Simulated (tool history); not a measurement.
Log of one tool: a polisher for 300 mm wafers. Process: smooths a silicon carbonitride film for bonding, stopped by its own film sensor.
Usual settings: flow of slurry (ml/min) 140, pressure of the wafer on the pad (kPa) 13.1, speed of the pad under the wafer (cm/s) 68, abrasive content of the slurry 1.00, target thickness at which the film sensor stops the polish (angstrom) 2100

run,hour,flow of slurry (ml/min),pressure of the wafer on the pad (kPa),speed of the pad under the wafer (cm/s),abrasive content of the slurry,target thickness at which the film sensor stops the polish (angstrom),wafers since the last listed run,wafers polished on this pad,hours since the slurry nozzle was cleaned,hours since the head pressure was calibrated,hours since the slurry blender was calibrated,"incoming thickness of the incoming film, nm",time until the film sensor stopped the polish (s)
1,0.0,150,13.1,68,1.00,2100,0,113,92.5,101.0,250.9,231.0,138.3
2,25.2,155,13.1,68,1.00,2050,208,322,117.7,126.2,276.1,226.6,151.4
3,55.7,155,13.1,68,1.00,2050,252,575,148.2,156.7,306.6,228.5,170.9
4,76.2,155,13.1,68,1.00,2050,169,745,168.7,177.2,327.1,229.3,171.6
5,89.2,140,13.1,74,1.00,2100,107,852,181.7,190.2,340.1,232.7,161.2
6,124.2,175,13.1,68,1.00,2100,290,1142,216.7,225.2,375.1,232.3,159.1
7,144.4,140,13.1,68,1.00,2100,167,1310,236.9,245.4,395.3,226.1,122.2
# hour 156.4: worn pad replaced by a new one, of another model than before
8,169.1,140,13.1,68,1.00,2040,171,105,261.6,270.1,420.0,228.3,161.1
# hour 178.6: slurry blender recalibrated
9,195.5,185,13.1,92,1.00,2100,202,307,288.0,296.5,16.9,231.6,128.1
# hour 209.3: head pressure recalibrated
10,228.3,140,8.3,82,0.85,2140,255,562,320.8,19.0,49.7,229.2,138.5
11,253.4,140,13.1,68,1.00,2100,208,770,345.9,44.1,74.8,229.9,145.4
# hour 284.3: worn pad replaced by a new one
12,284.8,115,13.1,84,0.75,2100,227,4,377.3,75.5,106.2,230.4,155.1
13,303.5,140,13.1,84,1.20,2100,154,159,396.0,94.2,124.9,231.2,118.1
# hour 308.8: slurry nozzle cleaned
14,315.9,140,13.1,68,1.00,2100,94,253,7.1,106.6,137.3,227.3,120.8
15,340.8,140,9.7,68,1.00,2150,206,460,32.0,131.5,162.2,227.8,103.4
16,374.4,140,13.1,68,1.00,2100,278,738,65.6,165.1,195.8,232.2,163.9
17,387.7,140,14.5,68,1.15,2100,110,848,78.9,178.4,209.1,232.1,140.9

5 ways to go on from here, each from the tool as it stands after run 17. What would each give?
A,388.2,140,13.1,68,1.00,2150,4,852,79.4,178.9,209.6,231.1,?
B,388.2,140,13.1,62,1.00,2040,4,852,79.4,178.9,209.6,231.1,?
C,388.2,140,13.1,68,1.00,2080,4,852,79.4,178.9,209.6,231.1,?
D,388.2,105,13.1,68,0.75,2100,4,852,79.4,178.9,209.6,231.1,?
E,388.2,140,16.5,68,1.00,2050,4,852,79.4,178.9,209.6,231.1,?

run,time until the film sensor stopped the polish (s)
A,117.5
B,206.5
C,168.7
D,202.6
E,168.0
Without the tool's hidden state the same runs would have given:
run,time until the film sensor stopped the polish (s)
A,103.7
B,182.2
C,148.8
D,178.7
E,148.2

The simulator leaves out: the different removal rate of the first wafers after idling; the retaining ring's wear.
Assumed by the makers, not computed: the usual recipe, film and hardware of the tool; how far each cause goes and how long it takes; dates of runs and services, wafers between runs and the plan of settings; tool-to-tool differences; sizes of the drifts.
